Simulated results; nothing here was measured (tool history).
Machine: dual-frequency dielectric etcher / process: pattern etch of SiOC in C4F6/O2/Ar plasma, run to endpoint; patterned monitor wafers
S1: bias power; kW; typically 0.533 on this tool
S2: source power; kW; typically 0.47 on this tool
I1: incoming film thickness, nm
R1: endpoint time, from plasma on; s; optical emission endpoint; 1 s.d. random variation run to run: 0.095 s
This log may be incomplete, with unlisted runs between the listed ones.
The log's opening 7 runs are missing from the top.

run 8 hour=514 | S1=0.533 S2=0.47 | I1=36.25 | R1=11.6
run 9 hour=615.9 | S1=0.533 S2=0.47 | I1=36.12 | R1=11.3
run 10 hour=668.1 | S1=0.533 S2=0.47 | I1=36.38 | R1=11.3
run 11 hour=712.7 | S1=0.533 S2=0.47 | I1=36.48 | R1=11.2
run 12 hour=765.1 | S1=0.533 S2=0.49 | I1=36.29 | R1=11.2
run 13 hour=820.5 | S1=0.533 S2=0.49 | I1=36.56 | R1=11.2
-- hour=863.4 wet clean of the chamber
run 14 hour=911 | S1=0.533 S2=0.49 | I1=36.65 | R1=11.7
run 15 hour=989.3 | S1=0.533 S2=0.41 | I1=36.37 | R1=12.1
run 16 hour=1053.8 | S1=0.499 S2=0.57 | I1=36.36 | R1=11.2
-- hour=1138.2 bias power generator calibrated
run 17 hour=1243.6 | S1=0.476 S2=0.47 | I1=36.54 | R1=11.7
-- hour=1355.9 wet clean of the chamber
run 18 hour=1356.4 | S1=0.533 S2=0.47 | I1=36.33 | R1=11.6
run 19 hour=1403.1 | S1=0.474 S2=0.4 | I1=36.29 | R1=12.5
run 20 hour=1440.3 | S1=0.437 S2=0.4 | I1=36.36 | R1=12.7
run 21 hour=1508.3 | S1=0.42 S2=0.36 | I1=36.42 | R1=13.2
-- hour=1566.3 upper electrode replaced
run 22 hour=1566.8 | S1=0.448 S2=0.42 | I1=36.26 | R1=12.5
-- hour=1653 source power generator calibrated
-- hour=1806.5 wet clean of the chamber
run 23 hour=1853.8 | S1=0.47 S2=0.53 | I1=36.21 | R1=11.7
run 24 hour=1900.8 | S1=0.533 S2=0.47 | I1=36.15 | R1=11.4
run 25 hour=1980 | S1=0.533 S2=0.47 | I1=36.5 | R1=11.7
run 26 hour=2030.1 | S1=0.477 S2=0.38 | I1=36.44 | R1=12.7
run 27 hour=2089.4 | S1=0.533 S2=0.47 | I1=36.39 | R1=11.7
run 28 hour=2185.9 | S1=0.533 S2=0.47 | I1=36.71 | R1=11.4
-- hour=2291.6 wet clean of the chamber
run 29 hour=2292.1 | S1=0.401 S2=0.52 | I1=36.43 | R1=12.5
run 30 hour=2331.6 | S1=0.404 S2=0.43 | I1=36.78 | R1=13.1
run 31 hour=2399.5 | S1=0.59 S2=0.54 | I1=36.77 | R1=11.2

Here are 4 independent what-if runs from the current tool condition. What would each one return?
run A hour=2399.9 | S1=0.433 S2=0.47 | I1=36.19 | R1=?
run B hour=2399.9 | S1=0.471 S2=0.43 | I1=36.19 | R1=?
run C hour=2399.9 | S1=0.665 S2=0.42 | I1=36.19 | R1=?
run D hour=2399.9 | S1=0.485 S2=0.47 | I1=36.19 | R1=?

run=A R1=12.5
run=B R1=12.5
run=C R1=11.4
run=D R1=12.1
With the hidden condition removed and each run's random variation left untouched, the same runs would have given:
run=A R1=12.5
run=B R1=12.5
run=C R1=11.5
run=D R1=12.2
